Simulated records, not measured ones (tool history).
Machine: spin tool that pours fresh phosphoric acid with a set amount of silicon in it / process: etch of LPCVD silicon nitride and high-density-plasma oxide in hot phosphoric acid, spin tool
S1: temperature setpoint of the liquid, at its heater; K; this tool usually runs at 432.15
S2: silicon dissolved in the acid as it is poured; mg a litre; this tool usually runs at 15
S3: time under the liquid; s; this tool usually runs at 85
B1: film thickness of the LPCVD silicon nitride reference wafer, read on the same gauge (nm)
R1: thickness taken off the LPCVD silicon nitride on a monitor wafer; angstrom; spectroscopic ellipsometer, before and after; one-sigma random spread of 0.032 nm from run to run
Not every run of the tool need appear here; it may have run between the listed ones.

| run | hour | S1 | S2 | S3 | B1 | R1 |
|---|---|---|---|---|---|---|
| 1 | 0 | 430.15 | 15 | 85 | 139.96 | 63 |
| 2 | 22.5 | 430.15 | 15 | 85 | 140.01 | 63.2 |
| 3 | 39.9 | 432.15 | 15 | 85 | 139.99 | 68 |
| 4 | 64.4 | 434.65 | 15 | 85 | 139.98 | 73.9 |
| 5 | 82.6 | 432.15 | 15 | 85 | 140.01 | 67.8 |
| 6 | 107.1 | 432.15 | 15 | 105 | 140.01 | 83.5 |
|  | 108.4 | gauge calibrated |
| 7 | 124.7 | 433.65 | 15 | 120 | 140 | 100.8 |
| 8 | 139.9 | 432.15 | 15 | 65 | 140 | 52.2 |
| 9 | 168.7 | 432.15 | 15 | 85 | 139.98 | 67.1 |
|  | 178.3 | heated supply line repaired |
| 10 | 203.1 | 432.15 | 15 | 85 | 139.99 | 73.2 |
| 11 | 227.7 | 432.15 | 8.5 | 85 | 140 | 72.7 |
| 12 | 253.2 | 432.15 | 19.5 | 85 | 139.99 | 72.6 |
| 13 | 275.3 | 432.15 | 19.5 | 85 | 140 | 72.8 |
| 14 | 291.7 | 431.15 | 25.5 | 120 | 140.01 | 99 |
|  | 304.9 | dissolved silicon flow meter replaced |
| 15 | 318.8 | 433.65 | 9 | 105 | 140 | 93.8 |
| 16 | 390.3 | 434.15 | 8 | 45 | 140.03 | 40.8 |
| 17 | 408.6 | 431.15 | 5 | 60 | 140.01 | 48.8 |
| 18 | 443.5 | 430.15 | 8 | 85 | 140 | 66.7 |
| 19 | 546.7 | 432.15 | 9 | 85 | 140.02 | 71.5 |
| 20 | 560.6 | 431.15 | 22 | 115 | 140.04 | 93.6 |
| 21 | 581.5 | 432.15 | 25.5 | 40 | 139.98 | 33.4 |
| 22 | 597.8 | 432.15 | 15 | 110 | 140 | 92.2 |

Alternative continuations, all from the tool just after run 22; predict every row:
| A | 598.2 | 432.15 | 15 | 130 | ? | ? |
| B | 598.2 | 435.15 | 15 | 85 | ? | ? |
| C | 598.2 | 429.65 | 10 | 130 | ? | ? |

| run | B1 | R1 |
|---|---|---|
| A | 140 | 109.7 |
| B | 140 | 79.4 |
| C | 140 | 100.7 |
The same runs, with their run-to-run variation unchanged, on a tool lacking any hidden condition would have given:
| run | R1 |
|---|---|
| A | 116 |
| B | 83.9 |
| C | 106.6 |
